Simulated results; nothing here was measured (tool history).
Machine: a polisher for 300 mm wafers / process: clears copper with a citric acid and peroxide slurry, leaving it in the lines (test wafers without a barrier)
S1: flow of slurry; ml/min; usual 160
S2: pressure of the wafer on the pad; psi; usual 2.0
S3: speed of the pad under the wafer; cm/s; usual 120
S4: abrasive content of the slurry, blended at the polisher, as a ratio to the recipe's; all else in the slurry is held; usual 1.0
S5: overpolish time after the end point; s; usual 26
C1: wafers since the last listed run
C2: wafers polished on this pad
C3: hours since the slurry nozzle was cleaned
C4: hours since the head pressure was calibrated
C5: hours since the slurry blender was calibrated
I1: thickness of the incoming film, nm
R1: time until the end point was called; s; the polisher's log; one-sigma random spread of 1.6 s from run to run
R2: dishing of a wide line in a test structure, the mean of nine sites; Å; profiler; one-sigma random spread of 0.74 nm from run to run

run,day,S1,S2,S3,S4,S5,C1,C2,C3,C4,C5,I1,R1,R2
1,0.000,160,2.0,120,1.0,26,0,610,379.0,390.1,64.8,170.4,105.1,295
2,1.104,160,2.0,120,1.0,26,256,866,405.5,416.6,91.3,169.1,103.5,279
# day 3.383: worn pad replaced by a new one
3,4.625,160,2.0,120,1.0,26,777,288,490.0,501.1,175.8,170.1,107.3,295
4,5.654,160,2.0,120,1.0,26,238,526,514.7,525.8,200.5,169.5,108.3,294
5,6.783,160,2.0,120,1.0,26,261,788,541.8,552.9,227.6,169.9,108.6,286
6,7.312,160,2.0,120,1.0,26,122,911,554.5,565.6,240.3,170.2,109.0,301
7,8.329,160,2.0,120,1.0,26,235,1147,578.9,590.0,264.7,171.1,107.6,289
# day 9.362: worn pad replaced by a new one
# day 9.617: slurry blender recalibrated
8,11.958,160,2.0,120,1.0,26,783,582,666.0,677.1,56.2,169.4,105.0,278
9,13.108,160,2.0,120,1.0,26,266,848,693.6,704.7,83.8,168.1,106.5,290
# day 13.542: slurry nozzle cleaned
10,13.850,160,2.0,120,1.0,26,162,1011,7.4,722.5,101.6,169.9,118.4,275
11,14.562,160,2.0,100,1.0,26,165,1176,24.5,739.6,118.7,172.2,137.9,221
# day 15.408: worn pad replaced by a new one
12,15.471,160,2.0,120,1.1,26,171,14,46.3,761.4,140.5,170.2,113.8,271
13,16.379,160,2.0,120,1.1,26,210,225,68.1,783.2,162.3,166.8,117.3,277
14,17.583,160,2.0,120,1.1,26,279,504,97.0,812.1,191.2,169.4,117.3,270
15,18.179,190,2.2,146,1.0,14,138,642,111.3,826.4,205.5,167.4,88.2,196
# day 18.296: slurry nozzle cleaned, repeated, since the last time left the tool worse
16,19.304,160,2.6,158,1.0,26,251,893,24.2,853.4,232.5,168.0,61.6,456
17,20.171,160,1.6,132,1.2,26,200,1094,45.0,874.2,253.3,170.3,107.0,293
18,21.596,160,2.0,120,1.0,26,330,1425,79.2,908.4,287.5,170.6,105.0,303
# day 22.083: head pressure recalibrated
19,22.304,115,2.0,120,1.2,26,144,1570,96.2,5.3,304.5,171.6,107.3,282
# day 22.550: worn pad replaced by a new one
20,23.683,135,2.0,120,1.0,26,281,262,129.3,38.4,337.6,168.8,106.5,277
21,25.162,160,2.0,120,1.0,26,342,605,164.8,73.9,373.1,169.2,103.1,294
# day 25.412: slurry blender recalibrated
22,25.788,160,2.0,120,1.0,26,125,731,179.8,88.9,9.0,170.8,104.5,305
23,27.142,110,2.6,146,1.0,38,313,1045,212.3,121.4,41.5,171.5,75.9,543
# day 28.038: worn pad replaced by a new one
24,28.454,195,2.0,120,1.0,21,265,96,243.8,152.9,73.0,171.9,100.8,252
25,29.096,160,2.0,104,1.0,40,148,244,259.2,168.3,88.4,171.4,122.7,371
26,29.625,160,2.0,120,1.0,17,122,367,271.9,181.0,101.1,170.9,105.3,198
27,30.400,160,2.0,120,1.0,26,179,547,290.5,199.6,119.7,171.8,109.4,288

What does the tool deliver on the next run?
28,31.662,140,1.8,80,0.9,26,292,840,320.8,229.9,150.0,168.1,?,?

Run 28 came out at R1 174.4 s, R2 174 Å.
Had the tool carried no hidden state, the very same run would have given R1 164.9 s, R2 183 Å.
